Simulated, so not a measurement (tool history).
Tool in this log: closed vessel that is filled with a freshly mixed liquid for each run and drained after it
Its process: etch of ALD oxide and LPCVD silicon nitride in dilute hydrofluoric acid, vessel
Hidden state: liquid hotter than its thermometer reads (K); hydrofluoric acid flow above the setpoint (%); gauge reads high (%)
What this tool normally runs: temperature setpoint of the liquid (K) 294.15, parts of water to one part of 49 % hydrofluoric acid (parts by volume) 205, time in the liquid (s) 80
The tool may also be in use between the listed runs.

run	hour	temperature setpoint of the liquid (K)	parts of water to one part of 49 % hydrofluoric acid (parts by volume)	time in the liquid (s)	wafers since the last listed run	hours since the thermometer was replaced	hours since the hydrofluoric acid flow meter was replaced	hours since the gauge calibration	read-back film thickness of the ALD oxide reference wafer, read on the same gauge (nm)	thickness taken off the ALD oxide on a monitor wafer (nm)
1	0	292.15	205	80	0	523.3	296.4	3425.9	49.99	6.5
2	59.8	292.15	205	80	6973	583.1	356.2	3485.7	50.02	6.53
3	109	292.15	205	80	5737	632.3	405.4	3534.9	50	6.46
4	205.4	294.15	205	80	11241	728.7	501.8	3631.3	50.06	7.05
5	279.1	291.65	145	35	8594	802.4	575.5	3705	49.99	4.21
6	319.2	294.15	275	55	4676	842.5	615.6	3745.1	50.01	3.41
7	378.3	294.15	205	80	6891	901.6	674.7	3804.2	49.98	7.06
8	476.9	294.15	205	80	11498	1000.2	773.3	3902.8	50.04	7.09
9	518.7	297.65	205	35	4874	1042	815.1	3944.6	50.02	3.55
10	593.9	298.15	245	80	8769	1117.2	890.3	4019.8	50	6.69
# hour 616: gauge calibrated
11	661.6	298.15	205	120	7894	1184.9	958	45.6	50.06	12.59
12	722	290.15	205	80	7043	1245.3	1018.4	106	49.99	6.1
13	801.4	294.15	205	80	9259	1324.7	1097.8	185.4	49.98	7.17
14	883.1	291.65	205	80	9527	1406.4	1179.5	267.1	49.99	6.49
15	971.5	291.15	165	35	10308	1494.8	1267.9	355.5	50.01	3.6
# hour 974.6: hydrofluoric acid flow meter replaced
16	1072.9	297.15	205	80	11708	1596.2	98.3	456.9	49.99	7.83
17	1160.7	297.65	205	80	10238	1684	186.1	544.7	50.02	7.99
18	1206	294.15	205	115	5282	1729.3	231.4	590	49.97	10.06
19	1259.9	294.15	205	125	6285	1783.2	285.3	643.9	49.98	11
20	1309	290.15	205	50	5725	1832.3	334.4	693	50.01	3.75
21	1352.6	292.15	205	80	5084	1875.9	378	736.6	50	6.53
22	1447.2	291.65	205	35	11031	1970.5	472.6	831.2	50.01	2.79
23	1505.2	294.15	140	115	6763	2028.5	530.6	889.2	49.99	15.87
24	1545	292.65	205	80	4641	2068.3	570.4	929	50.03	6.62
25	1826.9	299.15	130	80	32873	2350.2	852.3	1210.9	49.97	14.77

5 options for the next run, each taken on its own from the tool as it stands now. Forecast them:
A	1827.6	294.15	205	80	81	2350.9	853	1211.6	?	?
B	1827.6	296.65	205	80	81	2350.9	853	1211.6	?	?
C	1827.6	292.15	250	100	81	2350.9	853	1211.6	?	?
D	1827.6	296.15	245	55	81	2350.9	853	1211.6	?	?
E	1827.6	290.15	165	40	81	2350.9	853	1211.6	?	?

run	read-back film thickness of the ALD oxide reference wafer, read on the same gauge (nm)	thickness taken off the ALD oxide on a monitor wafer (nm)
A	50	7.12
B	50	7.82
C	50	6.48
D	50	4.24
E	50	3.93
Without the tool's unlogged condition, the same runs would have read:
run	thickness taken off the ALD oxide on a monitor wafer (nm)
A	6.93
B	7.61
C	6.31
D	4.13
E	3.83
